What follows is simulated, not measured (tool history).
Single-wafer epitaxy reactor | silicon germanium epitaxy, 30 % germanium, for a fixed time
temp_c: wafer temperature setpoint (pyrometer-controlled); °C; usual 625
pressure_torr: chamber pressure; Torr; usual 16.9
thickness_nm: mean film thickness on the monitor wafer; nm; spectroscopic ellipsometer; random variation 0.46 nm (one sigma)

run   hour  temp_c  pressure_torr  read-back reference wafer on the same gauge, thickness_nm  thickness_nm
  1      0     625           18.5                                                      75.02        79.734
  2   10.6     625           18.5                                                     74.886        79.717
  3   21.5     625           18.5                                                     74.888        79.102
  4     28     625           16.9                                                     75.032        77.251
  5   38.9     625           16.9                                                     74.676        76.664
  6   47.6     625           16.9                                                     74.904        77.246
  7   60.2     625           18.9                                                      74.91        80.702
  8   73.5     625           18.9                                                     74.813        80.784
  9   89.4     625           16.9                                                     74.971        77.506
 10   95.6     625           16.9                                                     75.044        76.491
 11    107     636           16.9                                                      74.73        91.765
 12  115.6     636           16.9                                                      74.73        91.865
 13    124     617           16.9                                                     74.818        68.055
 14  130.8     617           16.9                                                     74.992        68.408
 15  144.8     617           16.9                                                     74.799        68.293
 16  156.3     629           18.6                                                     74.828        85.003
 17  162.4     637           18.6                                                     74.749        96.779
 18  176.4     616           18.6                                                     74.761        69.766
 19    194     630           20.2                                                     74.854        89.591
 20  210.8     625           16.9                                                     75.064        78.326
 21  220.4     611           16.9                                                     74.795         62.52
 22  248.5     640           13.8                                                      74.94        91.944
 23  252.9     612           20.5                                                     74.864        67.435
 24    264     619           14.4                                                     74.936         67.38
 25  316.9     629           18.6                                                     74.982        84.679
 26  327.7     625           21.1                                                     75.016        83.524
 27  335.5     614           13.6                                                       74.9        60.123
 28  352.3     615           20.3                                                     74.906        70.113
 29  363.4     634             19                                                     74.775        92.726
 30  378.5     632           20.5                                                     74.825        92.819
 31  394.7     616           13.9                                                     74.897        63.805
 32  402.2     619             18                                                     75.007        72.292
 33  428.7     631           14.6                                                     74.865        81.538
 34  440.1     625           16.9                                                     74.916         77.37
 35  456.5     625           16.9                                                     74.946        76.804

Taken out of this log: 4 entries between the listed runs. Where each belongs, and how the hidden state differs across it:
Between runs 15 and 16: pyrometer calibrated (hour 155.1)
  no hidden state differs between the two runs
Between runs 21 and 22: showerhead replaced (hour 239.5); capacitance manometer re-zeroed and calibrated (hour 248)
  no hidden state differs between the two runs
Between runs 28 and 29: gauge calibrated (hour 355.3)
  no hidden state differs between the two runs
